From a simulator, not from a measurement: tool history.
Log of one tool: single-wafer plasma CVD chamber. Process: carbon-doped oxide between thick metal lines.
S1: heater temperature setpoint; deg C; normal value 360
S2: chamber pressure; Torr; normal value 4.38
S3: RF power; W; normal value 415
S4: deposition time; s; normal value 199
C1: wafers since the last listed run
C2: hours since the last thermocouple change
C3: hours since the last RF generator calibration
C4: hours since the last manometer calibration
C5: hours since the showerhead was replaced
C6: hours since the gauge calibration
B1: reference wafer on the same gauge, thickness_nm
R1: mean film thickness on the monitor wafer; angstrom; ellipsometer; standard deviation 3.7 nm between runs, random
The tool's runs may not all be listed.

run,hour,S1,S2,S3,S4,C1,C2,C3,C4,C5,C6,B1,R1
1,0,360,4.38,415,199,0,693.2,483.5,1978.4,4278.9,1929.7,1019.081,8814.47
2,52.2,360,4.38,415,199,284,745.4,535.7,2030.6,4331.1,1981.9,1018.239,8798.25
3,149.3,360,4.38,415,199,529,842.5,632.8,2127.7,4428.2,2079,1017.165,8836.34
4,209,360,3.96,415,199,325,902.2,692.5,2187.4,4487.9,2138.7,1016.314,8673.33
# hour 260.6: showerhead replaced
5,261.1,360,3.96,415,199,240,954.3,744.6,2239.5,0.5,2190.8,1014.891,8625.79
6,366.7,360,3.96,415,199,576,1059.9,850.2,2345.1,106.1,2296.4,1014.327,8648.74
7,473,360,4.79,415,199,579,1166.2,956.5,2451.4,212.4,2402.7,1012.043,8982.48
8,521.9,360,4.79,415,199,266,1215.1,1005.4,2500.3,261.3,2451.6,1011.01,9000.33
9,571.6,360,4.79,415,199,271,1264.8,1055.1,2550,311,2501.3,1011.91,8918.31
# hour 626.8: RF generator calibrated
10,661.5,352,5.12,365,218,446,1354.7,34.7,2639.9,400.9,2591.2,1009.53,9367.8
# hour 743.4: capacitance manometer re-zeroed and calibrated
11,747.6,360,4.38,415,199,426,1440.8,120.8,4.2,487,2677.3,1008.532,8755.18
12,785.8,360,4.38,415,199,208,1479,159,42.4,525.2,2715.5,1007.825,8789.35
# hour 871: thermocouple changed; heater temperature recalibrated
13,887.8,360,4.38,415,199,512,16.8,261,144.4,627.2,2817.5,1007.191,8724.33
14,978.6,349,4.75,360,239,495,107.6,351.8,235.2,718,2908.3,1006.266,10022.4
15,1065.9,360,3.99,415,199,476,194.9,439.1,322.5,805.3,2995.6,1004.209,8528.67
16,1106.9,352,5.12,365,218,223,235.9,480.1,363.5,846.3,3036.6,1003.138,9260.99
17,1187,349,4.75,360,239,437,316,560.2,443.6,926.4,3116.7,1003.937,10034.17
18,1290.4,370,3.96,415,175,564,419.4,663.6,547,1029.8,3220.1,1001.285,7311.92
19,1361.3,360,5.4,350,199,386,490.3,734.5,617.9,1100.7,3291,1000.597,8101.82
# hour 1479.3: gauge calibrated
20,1531.5,346,3.91,415,199,928,660.5,904.7,788.1,1270.9,52.2,1052.273,9211.32
21,1592.5,360,3.42,415,199,332,721.5,965.7,849.1,1331.9,113.2,1050.388,8683.98
22,1644.3,349,3.65,460,237,282,773.3,1017.5,900.9,1383.7,165,1050.842,11368.03
23,1696,360,4.38,415,171,282,825,1069.2,952.6,1435.4,216.7,1051.039,7824
# hour 1762.3: RF generator calibrated
24,1770.4,360,3.51,485,199,362,899.4,8.1,1027,1509.8,291.1,1049.701,9542.41
25,1864,360,4.38,470,173,510,993,101.7,1120.6,1603.4,384.7,1049.3,8480.39
26,1952.8,368,4.38,375,199,484,1081.8,190.5,1209.4,1692.2,473.5,1046.624,8408.28
27,2052.3,360,4.38,415,199,542,1181.3,290,1308.9,1791.7,573,1045.882,9128.08
28,2090.2,370,4.38,415,169,206,1219.2,327.9,1346.8,1829.6,610.9,1043.893,7501.19

Across each entry between runs, compare the hidden state at the last listed run before it with the hidden state at the first listed run after it:
After run 4, before run 5: showerhead replaced (hour 260.6)
  gauge reads high (%): -3.5 -> -3.56
  what was measured, less what the result would be without the hidden state, R1: -314.3 -> -318.86 angstrom
After run 9, before run 10: RF generator calibrated (hour 626.8)
  gauge reads high (%): -3.97 -> -4.09
  what was measured, less what the result would be without the hidden state, R1: -368.64 -> -399.13 angstrom
After run 10, before run 11: capacitance manometer re-zeroed and calibrated (hour 743.4)
  gauge reads high (%): -4.09 -> -4.2
  what was measured, less what the result would be without the hidden state, R1: -399.13 -> -383.73 angstrom
After run 12, before run 13: thermocouple changed; heater temperature recalibrated (hour 871)
  gauge reads high (%): -4.25 -> -4.38
  what was measured, less what the result would be without the hidden state, R1: -389.99 -> -399.77 angstrom
After run 19, before run 20: gauge calibrated (hour 1479.3)
  gauge reads high (%): -5 -> -0.0524
  what was measured, less what the result would be without the hidden state, R1: -426.27 -> -4.83 angstrom
After run 23, before run 24: RF generator calibrated (hour 1762.3)
  gauge reads high (%): -0.267 -> -0.364
  what was measured, less what the result would be without the hidden state, R1: -20.93 -> -34.84 angstrom
